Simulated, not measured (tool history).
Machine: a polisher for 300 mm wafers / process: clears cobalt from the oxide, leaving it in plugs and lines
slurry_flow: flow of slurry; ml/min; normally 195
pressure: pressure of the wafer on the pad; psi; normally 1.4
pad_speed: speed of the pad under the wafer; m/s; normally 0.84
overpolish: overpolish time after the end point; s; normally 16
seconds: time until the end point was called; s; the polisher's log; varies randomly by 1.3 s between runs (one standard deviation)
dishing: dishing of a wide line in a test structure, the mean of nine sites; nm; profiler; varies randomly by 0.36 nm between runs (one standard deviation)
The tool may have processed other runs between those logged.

| run | hour | slurry_flow | pressure | pad_speed | overpolish | incoming thickness of the incoming film, nm | seconds | dishing |
|---|---|---|---|---|---|---|---|---|
| 1 | 0 | 175 | 1.4 | 0.84 | 16 | 200.7 | 79.6 | 22.8 |
|  | 5.5 | head pressure recalibrated |
| 2 | 28.8 | 195 | 1.4 | 0.72 | 16 | 197.1 | 92.2 | 21.1 |
| 3 | 55.9 | 195 | 1.4 | 0.84 | 16 | 199 | 79.9 | 22.9 |
|  | 103.3 | worn pad replaced by a new one |
| 4 | 109.2 | 195 | 1.7 | 0.76 | 16 | 199.4 | 70.8 | 24 |
| 5 | 166.1 | 195 | 1.7 | 0.76 | 16 | 200.8 | 73.9 | 23.9 |
| 6 | 316.9 | 195 | 1.4 | 0.84 | 16 | 203.2 | 78.1 | 22.9 |
|  | 326.8 | worn pad replaced by a new one |
|  | 341.9 | head pressure recalibrated |
| 7 | 349 | 195 | 1.4 | 0.84 | 16 | 197.3 | 80.2 | 23.5 |
| 8 | 560.2 | 195 | 1.4 | 0.96 | 16 | 201.1 | 70.8 | 24.3 |
|  | 572.9 | worn pad replaced by a new one |
| 9 | 591.9 | 195 | 1.4 | 0.96 | 16 | 198.2 | 66.4 | 24.2 |
| 10 | 628.5 | 195 | 1.4 | 0.84 | 16 | 202.6 | 81.3 | 22.2 |
| 11 | 667.8 | 255 | 1.4 | 0.84 | 12 | 196.3 | 76.2 | 20.5 |
|  | 671.3 | head pressure recalibrated |
|  | 688.9 | slurry nozzle cleaned |
| 12 | 706.2 | 260 | 1 | 0.74 | 22 | 199.4 | 119.8 | 21.3 |
| 13 | 766.9 | 160 | 1.7 | 0.84 | 13 | 201 | 66.5 | 22.3 |
|  | 775.1 | worn pad replaced by a new one |
| 14 | 811.5 | 220 | 1.6 | 0.68 | 20 | 200.4 | 85.3 | 25.1 |
| 15 | 851.3 | 195 | 1.4 | 0.84 | 16 | 200.8 | 81.1 | 22.7 |
| 16 | 881.5 | 170 | 1.7 | 0.6 | 26 | 197.3 | 89.7 | 25.5 |
| 17 | 951.9 | 195 | 1.4 | 0.84 | 9 | 198.5 | 76.6 | 16.6 |

Run 18 comes next. What will it give?
|  | 1013.4 | worn pad replaced by a new one |
| 18 | 1013.9 | 195 | 1.4 | 0.6 | 25 | 198.2 | ? | ? |

seconds: 109.8 s
dishing: 24.4 nm
Minus the tool's unlogged condition, the same run would have read seconds 109.8 s, dishing 24.4 nm.
